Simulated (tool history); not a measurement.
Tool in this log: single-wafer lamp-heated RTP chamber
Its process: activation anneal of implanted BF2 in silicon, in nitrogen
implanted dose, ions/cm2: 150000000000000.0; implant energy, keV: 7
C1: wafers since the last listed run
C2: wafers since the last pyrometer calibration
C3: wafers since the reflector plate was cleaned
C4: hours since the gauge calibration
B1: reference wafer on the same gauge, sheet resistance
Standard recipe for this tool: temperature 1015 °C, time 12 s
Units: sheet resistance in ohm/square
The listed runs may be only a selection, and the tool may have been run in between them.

Run 1, hour 0: usual settings; C1 0; C2 5122; C3 8950; C4 260.7; B1 775.09. Result: sheet resistance 881.37 ohm/square.
Run 2, hour 21.1: usual settings; C1 280; C2 5402; C3 9231; C4 281.8; B1 775.43. Result: sheet resistance 880.54 ohm/square.
At hour 40: gauge calibrated.
Run 3, hour 42.4: usual settings; C1 283; C2 5686; C3 9514; C4 2.4; B1 775.29. Result: sheet resistance 880.92 ohm/square.
Run 4, hour 73.7: usual settings but time 14 s; C1 416; C2 6102; C3 9930; C4 33.7; B1 775.47. Result: sheet resistance 877.4 ohm/square.
Run 5, hour 87.5: usual settings but time 17 s; C1 183; C2 6286; C3 10114; C4 47.5; B1 774.83. Result: sheet resistance 868.47 ohm/square.
Run 6, hour 100: usual settings but time 17 s; C1 166; C2 6452; C3 10280; C4 60; B1 775.07. Result: sheet resistance 868.71 ohm/square.
Run 7, hour 135.7: usual settings; C1 474; C2 6927; C3 10755; C4 95.7; B1 774.66. Result: sheet resistance 882.37 ohm/square.
Run 8, hour 160.2: usual settings; C1 325; C2 7253; C3 11081; C4 120.2; B1 775.51. Result: sheet resistance 881.58 ohm/square.
Run 9, hour 178.6: usual settings but time 16 s; C1 244; C2 7497; C3 11326; C4 138.6; B1 775.08. Result: sheet resistance 870.68 ohm/square.
Run 10, hour 205.9: usual settings but time 16 s; C1 363; C2 7861; C3 11689; C4 165.9; B1 775.04. Result: sheet resistance 869.27 ohm/square.
Run 11, hour 229.1: usual settings but time 16 s; C1 308; C2 8169; C3 11998; C4 189.1; B1 775.07. Result: sheet resistance 870.49 ohm/square.
Run 12, hour 249.2: usual settings; C1 267; C2 8437; C3 12265; C4 209.2; B1 775.2. Result: sheet resistance 879.85 ohm/square.
At hour 267.9: pyrometer window cleaned and pyrometer calibrated.
Run 13, hour 272.4: usual settings but time 18 s; C1 202; C2 60; C3 12467; C4 232.4; B1 774.9. Result: sheet resistance 873.56 ohm/square.
At hour 299.9: gauge calibrated.
Run 14, hour 306.6: usual settings; C1 454; C2 515; C3 12922; C4 6.7; B1 775.29. Result: sheet resistance 881.8 ohm/square.
Run 15, hour 324.4: usual settings but temperature 1003 °C, time 17 s; C1 236; C2 752; C3 13159; C4 24.5; B1 774.77. Result: sheet resistance 882.59 ohm/square.
Run 16, hour 346: usual settings; C1 287; C2 1039; C3 13446; C4 46.1; B1 775.17. Result: sheet resistance 885.44 ohm/square.
Run 17, hour 359.8: usual settings; C1 183; C2 1222; C3 13630; C4 59.9; B1 774.92. Result: sheet resistance 885.63 ohm/square.
At hour 388.9: reflector plate cleaned.
Run 18, hour 393.2: usual settings but temperature 1036 °C, time 17 s; C1 337; C2 1560; C3 56; C4 93.3; B1 774.89. Result: sheet resistance 859.64 ohm/square.
Run 19, hour 406.8: usual settings; C1 180; C2 1741; C3 237; C4 106.9; B1 774.81. Result: sheet resistance 881.68 ohm/square.
Run 20, hour 439: usual settings but temperature 991 °C; C1 428; C2 2170; C3 666; C4 139.1; B1 774.57. Result: sheet resistance 897.06 ohm/square.
Run 21, hour 454.6: usual settings but time 5 s; C1 207; C2 2377; C3 873; C4 154.7; B1 774.41. Result: sheet resistance 903 ohm/square.
Run 22, hour 485.2: usual settings but temperature 993 °C; C1 407; C2 2784; C3 1280; C4 185.3; B1 775.06. Result: sheet resistance 894.81 ohm/square.
Run 23, hour 517.9: usual settings but temperature 1007 °C, time 10 s; C1 434; C2 3219; C3 1715; C4 218; B1 775.32. Result: sheet resistance 892.06 ohm/square.
Run 24, hour 546.1: usual settings; C1 375; C2 3594; C3 2090; C4 246.2; B1 775.45. Result: sheet resistance 880.89 ohm/square.
Run 25, hour 567.4: usual settings but temperature 1033 °C; C1 283; C2 3878; C3 2374; C4 267.5; B1 775.14. Result: sheet resistance 872.82 ohm/square.

5 ways to go on from here, each from the tool as it stands after run 25. What would each give?
Run A, hour 567.8: usual settings but temperature 1004 °C; C1 5; C2 3883; C3 2379; C4 267.9; B1 ?. Result: sheet resistance ?.
Run B, hour 567.8: usual settings but temperature 1037 °C, time 6 s; C1 5; C2 3883; C3 2379; C4 267.9; B1 ?. Result: sheet resistance ?.
Run C, hour 567.8: usual settings but temperature 993 °C, time 15 s; C1 5; C2 3883; C3 2379; C4 267.9; B1 ?. Result: sheet resistance ?.
Run D, hour 567.8: usual settings but temperature 1026 °C, time 16 s; C1 5; C2 3883; C3 2379; C4 267.9; B1 ?. Result: sheet resistance ?.
Run E, hour 567.8: usual settings but temperature 1038 °C, time 19 s; C1 5; C2 3883; C3 2379; C4 267.9; B1 ?. Result: sheet resistance ?.

run      B1  sheet resistance
  A  774.51            884.89
  B  774.51            886.04
  C  774.51             885.4
  D  774.51            863.06
  E  774.51            847.78
Stripped of hidden state, with their random variation kept, the same runs would have yielded:
run  sheet resistance
  A            888.63
  B            888.93
  C            888.85
  D            867.85
  E            853.28

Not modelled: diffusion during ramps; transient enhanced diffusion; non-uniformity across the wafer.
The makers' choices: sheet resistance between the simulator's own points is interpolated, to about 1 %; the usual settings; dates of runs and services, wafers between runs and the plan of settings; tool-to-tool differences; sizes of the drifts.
